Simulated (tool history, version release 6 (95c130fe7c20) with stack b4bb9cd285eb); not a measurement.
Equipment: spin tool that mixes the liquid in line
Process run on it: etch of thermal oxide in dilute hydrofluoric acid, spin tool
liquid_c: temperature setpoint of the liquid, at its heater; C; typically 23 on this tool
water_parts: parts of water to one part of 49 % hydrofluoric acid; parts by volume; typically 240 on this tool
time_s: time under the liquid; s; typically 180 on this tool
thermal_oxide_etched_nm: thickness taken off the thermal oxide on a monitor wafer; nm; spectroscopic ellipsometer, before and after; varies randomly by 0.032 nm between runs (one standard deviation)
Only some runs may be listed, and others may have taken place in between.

run   hour  liquid_c  water_parts  time_s  wafers since the last listed run  hours since the thermometer was replaced  hours since the hydrofluoric acid flow meter was replaced  hours since the gauge calibration  read-back film thickness of the thermal oxide reference wafer, read on the same gauge (nm)  thermal_oxide_etched_nm
  1      0        23          240     180                                 0                                     724.6                                                      401.2                              814.9                                                                                      99.995                    2.763
  2   29.9        23          240     180                               231                                     754.5                                                      431.1                              844.8                                                                                     100.002                    2.855
  3   53.5        23          240     180                               182                                     778.1                                                      454.7                              868.4                                                                                     100.018                    2.807
  4   89.2        23          240     210                               276                                     813.8                                                      490.4                              904.1                                                                                      99.975                    3.254
  5  110.3        23          240     180                               163                                     834.9                                                      511.5                              925.2                                                                                      99.994                    2.771
  6  144.2        23          240     180                               262                                     868.8                                                      545.4                              959.1                                                                                     100.022                    2.757
  7  185.1        23          240     180                               316                                     909.7                                                      586.3                               1000                                                                                      99.996                    2.811
  8  219.8        23          240     180                               268                                     944.4                                                        621                             1034.7                                                                                     100.005                    2.731
     254.4  -- gauge calibrated
  9  254.7        23          240     180                               269                                     979.3                                                      655.9                                0.3                                                                                      99.974                    2.775
 10  288.9        23          240     180                               264                                    1013.5                                                      690.1                               34.5                                                                                     100.003                    2.783
 11  314.4        23          240     180                               197                                      1039                                                      715.6                                 60                                                                                     100.003                      2.8
 12  339.2        23          240     180                               191                                    1063.8                                                      740.4                               84.8                                                                                      100.01                    2.769
 13  373.9        27          170     180                               268                                    1098.5                                                      775.1                              119.5                                                                                     100.006                     4.88
 14  399.5        23          175     180                               197                                    1124.1                                                      800.7                              145.1                                                                                      99.996                    4.065
 15  435.4      26.5          165     180                               277                                      1160                                                      836.6                                181                                                                                     100.003                    4.967
     438.9  -- hydrofluoric acid flow meter replaced
 16  457.7        23          240     180                               164                                    1182.3                                                       18.8                              203.3                                                                                      99.998                     2.76
 17  478.6        20          280     180                               161                                    1203.2                                                       39.7                              224.2                                                                                      99.984                    2.057
 18  497.3        23          240     180                               144                                    1221.9                                                       58.4                              242.9                                                                                     100.001                    2.744
       511  -- thermometer replaced
 19  529.1        23          240     180                               238                                      18.1                                                       90.2                              274.7                                                                                     100.002                    2.805
 20  593.7        23          240     180                               499                                      82.7                                                      154.8                              339.3                                                                                      99.996                    2.764
 21  622.7        23          290     180                               224                                     111.7                                                      183.8                              368.3                                                                                     100.019                    2.165
 22  654.8        19          210      85                               248                                     143.8                                                      215.9                              400.4                                                                                     100.007                    1.322
 23  685.9        23          240     210                               240                                     174.9                                                        247                              431.5                                                                                     100.001                    3.244
 24  718.9        23          240     120                               255                                     207.9                                                        280                              464.5                                                                                     100.005                    1.868
 25  745.5      21.5          240      85                               205                                     234.5                                                      306.6                              491.1                                                                                         100                    1.231
 26  765.2        21          315     145                               152                                     254.2                                                      326.3                              510.8                                                                                      99.998                    1.475
 27  831.1        23          240     180                               509                                     320.1                                                      392.2                              576.7                                                                                         100                     2.76

Forecast each of these 3 alternatives for the next run:
  A  831.6        23          240     130                                 3                                     320.6                                                      392.7                              577.2                                                                                           ?                        ?
  B  831.6        23          280     235                                 3                                     320.6                                                      392.7                              577.2                                                                                           ?                        ?
  C  831.6        23          240      75                                 3                                     320.6                                                      392.7                              577.2                                                                                           ?                        ?

run  read-back film thickness of the thermal oxide reference wafer, read on the same gauge (nm)  thermal_oxide_etched_nm
  A                                                                                      99.994                    2.038
  B                                                                                      99.994                    3.036
  C                                                                                      99.994                    1.176
What these runs would have given with no unlogged condition in the tool:
run  thermal_oxide_etched_nm
  A                    2.038
  B                    3.036
  C                    1.176

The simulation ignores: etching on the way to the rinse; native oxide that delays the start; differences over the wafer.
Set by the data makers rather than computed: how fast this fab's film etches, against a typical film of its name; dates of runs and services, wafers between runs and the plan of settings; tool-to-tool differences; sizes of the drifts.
